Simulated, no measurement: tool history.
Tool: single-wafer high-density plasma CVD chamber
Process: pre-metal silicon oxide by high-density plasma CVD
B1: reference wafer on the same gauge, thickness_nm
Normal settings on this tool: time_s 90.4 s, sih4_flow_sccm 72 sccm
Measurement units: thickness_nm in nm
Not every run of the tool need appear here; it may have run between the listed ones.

Run 1, hour 0: usual settings; B1 655.915. Result: thickness_nm 562.483 nm.
Run 2, hour 104.9: usual settings; B1 655.944. Result: thickness_nm 565.43 nm.
Run 3, hour 172.7: usual settings; B1 655.946. Result: thickness_nm 564.269 nm.
Run 4, hour 253.6: usual settings; B1 656.009. Result: thickness_nm 566.31 nm.
Run 5, hour 346.6: usual settings; B1 656.231. Result: thickness_nm 567.181 nm.
Run 6, hour 452.6: usual settings but time_s 80.3 s, sih4_flow_sccm 63 sccm; B1 655.928. Result: thickness_nm 438.999 nm.
Run 7, hour 540.3: usual settings but sih4_flow_sccm 79 sccm; B1 655.54. Result: thickness_nm 619.144 nm.
Run 8, hour 634.8: usual settings but sih4_flow_sccm 79 sccm; B1 655.877. Result: thickness_nm 622.506 nm.
Run 9, hour 692.3: usual settings but sih4_flow_sccm 79 sccm; B1 656.045. Result: thickness_nm 621.1 nm.
Run 10, hour 742: usual settings but time_s 100.8 s; B1 656.142. Result: thickness_nm 630.573 nm.
Run 11, hour 814.1: usual settings but sih4_flow_sccm 63 sccm; B1 655.457. Result: thickness_nm 496.548 nm.
Run 12, hour 891.5: usual settings; B1 655.708. Result: thickness_nm 566.901 nm.
Run 13, hour 930.4: usual settings; B1 655.965. Result: thickness_nm 566.974 nm.
At hour 956.9: silane flow controller replaced.
Run 14, hour 1030.4: usual settings; B1 656.278. Result: thickness_nm 556.079 nm.
Run 15, hour 1113.3: usual settings; B1 656.655. Result: thickness_nm 553.364 nm.
Run 16, hour 1220.3: usual settings; B1 656.067. Result: thickness_nm 553.597 nm.
Run 17, hour 1309.2: usual settings; B1 656.133. Result: thickness_nm 554.892 nm.
Run 18, hour 1363: usual settings but time_s 101 s, sih4_flow_sccm 84 sccm; B1 656.131. Result: thickness_nm 724.436 nm.
Run 19, hour 1429.9: usual settings but time_s 104.3 s, sih4_flow_sccm 62 sccm; B1 655.976. Result: thickness_nm 553.631 nm.
Run 20, hour 1507.7: usual settings but time_s 101.6 s, sih4_flow_sccm 76 sccm; B1 656.47. Result: thickness_nm 659.378 nm.
Run 21, hour 1560.1: usual settings but time_s 79 s, sih4_flow_sccm 83 sccm; B1 656.444. Result: thickness_nm 560.386 nm.
Run 22, hour 1666.2: usual settings but time_s 83.1 s, sih4_flow_sccm 59 sccm; B1 656.106. Result: thickness_nm 418.134 nm.
At hour 1707.9: gauge calibrated.
Run 23, hour 1744.9: usual settings but time_s 104.2 s, sih4_flow_sccm 82 sccm; B1 655.603. Result: thickness_nm 727.21 nm.
Run 24, hour 1808.8: usual settings but sih4_flow_sccm 67 sccm; B1 656.063. Result: thickness_nm 515.949 nm.
Run 25, hour 1868.7: usual settings; B1 655.587. Result: thickness_nm 556.92 nm.
Run 26, hour 1968.7: usual settings but time_s 97.3 s, sih4_flow_sccm 80 sccm; B1 655.909. Result: thickness_nm 664.39 nm.
Run 27, hour 2061.5: usual settings but time_s 107.5 s, sih4_flow_sccm 65 sccm; B1 656.212. Result: thickness_nm 596.971 nm.
Run 28, hour 2132.4: usual settings but time_s 79.1 s, sih4_flow_sccm 65 sccm; B1 655.834. Result: thickness_nm 437.641 nm.
Run 29, hour 2187.2: usual settings; B1 655.443. Result: thickness_nm 554.999 nm.
Run 30, hour 2232.8: usual settings but time_s 77.5 s, sih4_flow_sccm 65 sccm; B1 656.019. Result: thickness_nm 430.706 nm.
Run 31, hour 2295.3: usual settings but sih4_flow_sccm 60 sccm; B1 655.657. Result: thickness_nm 464.508 nm.
Run 32, hour 2351.9: usual settings but time_s 104.2 s, sih4_flow_sccm 82 sccm; B1 656.038. Result: thickness_nm 730.272 nm.
Run 33, hour 2450.8: usual settings; B1 656.09. Result: thickness_nm 558.234 nm.
Run 34, hour 2544.7: usual settings but time_s 98.8 s, sih4_flow_sccm 82 sccm; B1 655.78. Result: thickness_nm 691.801 nm.
Run 35, hour 2640.3: usual settings but time_s 108.1 s, sih4_flow_sccm 64 sccm; B1 655.544. Result: thickness_nm 591.426 nm.

Hidden state, per run?
gauge reads high (%): 0 at every run
H1: delivered silane flow above the setpoint (%)
run      H1
  1    1.61
  2    1.71
  3    1.77
  4    1.85
  5    1.94
  6    2.04
  7    2.13
  8    2.23
  9    2.29
 10    2.34
 11    2.42
 12    2.51
 13    2.55
 14  0.0415
 15   0.044
 16    0.05
 17  0.0572
 18  0.0626
 19  0.0704
 20  0.0809
 21  0.0889
 22   0.107
 23   0.123
 24   0.137
 25   0.151
 26   0.176
 27   0.202
 28   0.224
 29   0.241
 30   0.256
 31   0.278
 32   0.298
 33   0.336
 34   0.374
 35   0.416

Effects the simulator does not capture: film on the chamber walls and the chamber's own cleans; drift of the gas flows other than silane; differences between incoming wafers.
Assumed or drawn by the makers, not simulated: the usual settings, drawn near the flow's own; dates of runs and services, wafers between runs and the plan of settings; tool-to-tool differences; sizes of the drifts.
